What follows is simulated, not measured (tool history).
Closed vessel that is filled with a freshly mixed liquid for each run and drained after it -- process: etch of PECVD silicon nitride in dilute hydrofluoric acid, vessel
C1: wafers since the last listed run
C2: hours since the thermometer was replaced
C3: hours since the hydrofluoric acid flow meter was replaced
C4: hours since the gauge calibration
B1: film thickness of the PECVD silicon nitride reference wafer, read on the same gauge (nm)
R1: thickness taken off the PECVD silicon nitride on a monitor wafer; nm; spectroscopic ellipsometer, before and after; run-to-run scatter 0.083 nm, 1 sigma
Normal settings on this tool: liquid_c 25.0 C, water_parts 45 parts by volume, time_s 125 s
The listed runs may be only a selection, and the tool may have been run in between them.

Run 1, day 0.000: usual settings; C1 0; C2 606.1; C3 348.7; C4 896.3; B1 129.99. Result: R1 13.16 nm.
Run 2, day 3.300: usual settings but time_s 150 s; C1 5363; C2 685.3; C3 427.9; C4 975.5; B1 130.02. Result: R1 15.91 nm.
Run 3, day 8.400: usual settings but time_s 150 s; C1 8289; C2 807.7; C3 550.3; C4 1097.9; B1 129.99. Result: R1 15.89 nm.
Run 4, day 11.925: usual settings but time_s 150 s; C1 5729; C2 892.3; C3 634.9; C4 1182.5; B1 130.01. Result: R1 16.05 nm.
Run 5, day 14.921: usual settings; C1 4869; C2 964.2; C3 706.8; C4 1254.4; B1 130.01. Result: R1 13.35 nm.
Run 6, day 19.354: usual settings; C1 7205; C2 1070.6; C3 813.2; C4 1360.8; B1 130.01. Result: R1 13.50 nm.
Run 7, day 21.246: usual settings; C1 3074; C2 1116.0; C3 858.6; C4 1406.2; B1 129.98. Result: R1 13.63 nm.
At day 23.604: thermometer replaced.
Run 8, day 23.992: usual settings; C1 4395; C2 9.3; C3 924.5; C4 1472.1; B1 130.00. Result: R1 13.50 nm.
Run 9, day 26.221: usual settings; C1 3623; C2 62.8; C3 978.0; C4 1525.6; B1 130.01. Result: R1 13.63 nm.
Run 10, day 27.938: usual settings; C1 2790; C2 104.0; C3 1019.2; C4 1566.8; B1 129.98. Result: R1 13.71 nm.
At day 28.671: hydrofluoric acid flow meter replaced.
Run 11, day 29.858: usual settings but time_s 75 s; C1 3054; C2 150.1; C3 28.5; C4 1612.9; B1 129.97. Result: R1 7.74 nm.
At day 30.308: gauge calibrated.
Run 12, day 34.321: usual settings; C1 7253; C2 257.2; C3 135.6; C4 96.3; B1 130.00. Result: R1 12.97 nm.
Run 13, day 36.500: usual settings; C1 3541; C2 309.5; C3 187.9; C4 148.6; B1 129.98. Result: R1 12.93 nm.
Run 14, day 40.850: usual settings; C1 7070; C2 413.9; C3 292.3; C4 253.0; B1 130.01. Result: R1 13.18 nm.
Run 15, day 43.633: usual settings but time_s 80 s; C1 4523; C2 480.7; C3 359.1; C4 319.8; B1 129.99. Result: R1 8.43 nm.
Run 16, day 47.158: usual settings but liquid_c 23.5 C, time_s 55 s; C1 5729; C2 565.3; C3 443.7; C4 404.4; B1 130.00. Result: R1 5.35 nm.
Run 17, day 49.642: usual settings; C1 4036; C2 624.9; C3 503.3; C4 464.0; B1 129.98. Result: R1 13.23 nm.
Run 18, day 51.438: usual settings; C1 2918; C2 668.0; C3 546.4; C4 507.1; B1 129.96. Result: R1 13.52 nm.
Run 19, day 55.683: usual settings but liquid_c 22.5 C, water_parts 35 parts by volume, time_s 155 s; C1 6900; C2 769.9; C3 648.3; C4 609.0; B1 130.01. Result: R1 18.03 nm.
Run 20, day 63.812: usual settings; C1 13212; C2 965.0; C3 843.4; C4 804.1; B1 130.00. Result: R1 13.55 nm.
Run 21, day 68.083: usual settings; C1 6941; C2 1067.5; C3 945.9; C4 906.6; B1 129.99. Result: R1 13.88 nm.
At day 70.862: thermometer replaced.
Run 22, day 72.021: usual settings but water_parts 55 parts by volume, time_s 185 s; C1 6331; C2 27.8; C3 1040.4; C4 1001.1; B1 129.97. Result: R1 16.78 nm.
At day 72.175: hydrofluoric acid flow meter replaced.
Run 23, day 76.025: usual settings but water_parts 65 parts by volume, time_s 180 s; C1 6440; C2 123.9; C3 92.4; C4 1097.2; B1 129.99. Result: R1 12.76 nm.
Run 24, day 78.883: usual settings but liquid_c 23.0 C, water_parts 35 parts by volume; C1 4645; C2 192.5; C3 161.0; C4 1165.8; B1 130.00. Result: R1 14.43 nm.
Run 25, day 81.488: usual settings but liquid_c 23.0 C, water_parts 55 parts by volume, time_s 185 s; C1 4232; C2 255.0; C3 223.5; C4 1228.3; B1 130.02. Result: R1 13.76 nm.
Run 26, day 84.083: usual settings; C1 4219; C2 317.3; C3 285.8; C4 1290.6; B1 129.99. Result: R1 13.09 nm.
Run 27, day 87.467: usual settings; C1 5499; C2 398.5; C3 367.0; C4 1371.8; B1 130.00. Result: R1 13.36 nm.
Run 28, day 89.679: usual settings but liquid_c 29.0 C, time_s 185 s; C1 3596; C2 451.6; C3 420.1; C4 1424.9; B1 129.99. Result: R1 25.49 nm.
At day 94.088: gauge calibrated.
Run 29, day 94.162: usual settings but water_parts 65 parts by volume, time_s 160 s; C1 7286; C2 559.2; C3 527.7; C4 1.8; B1 129.99. Result: R1 11.97 nm.
Run 30, day 97.283: usual settings but liquid_c 22.0 C, water_parts 30 parts by volume, time_s 100 s; C1 5072; C2 634.1; C3 602.6; C4 76.7; B1 129.99. Result: R1 13.03 nm.
Run 31, day 101.071: usual settings but liquid_c 22.0 C, time_s 85 s; C1 6155; C2 725.0; C3 693.5; C4 167.6; B1 129.97. Result: R1 7.45 nm.
Run 32, day 103.442: usual settings but water_parts 35 parts by volume; C1 3853; C2 781.9; C3 750.4; C4 224.5; B1 130.04. Result: R1 17.18 nm.

Each row is a separate what-if for the run after 32, all from the same tool condition, not one after another. Results?
Run A, day 103.471: usual settings but time_s 65 s; C1 47; C2 782.6; C3 751.1; C4 225.2; B1 ?. Result: R1 ?.
Run B, day 103.471: usual settings but time_s 145 s; C1 47; C2 782.6; C3 751.1; C4 225.2; B1 ?. Result: R1 ?.
Run C, day 103.471: usual settings but liquid_c 29.0 C, water_parts 60 parts by volume; C1 47; C2 782.6; C3 751.1; C4 225.2; B1 ?. Result: R1 ?.
Run D, day 103.471: usual settings but liquid_c 23.0 C; C1 47; C2 782.6; C3 751.1; C4 225.2; B1 ?. Result: R1 ?.

run      B1     R1
  A  129.96   7.04
  B  129.96  15.71
  C  129.96  13.29
  D  129.96  11.83
Without the tool's hidden state the same runs would have given:
run     R1
  A   6.67
  B  14.87
  C  12.57
  D  11.20
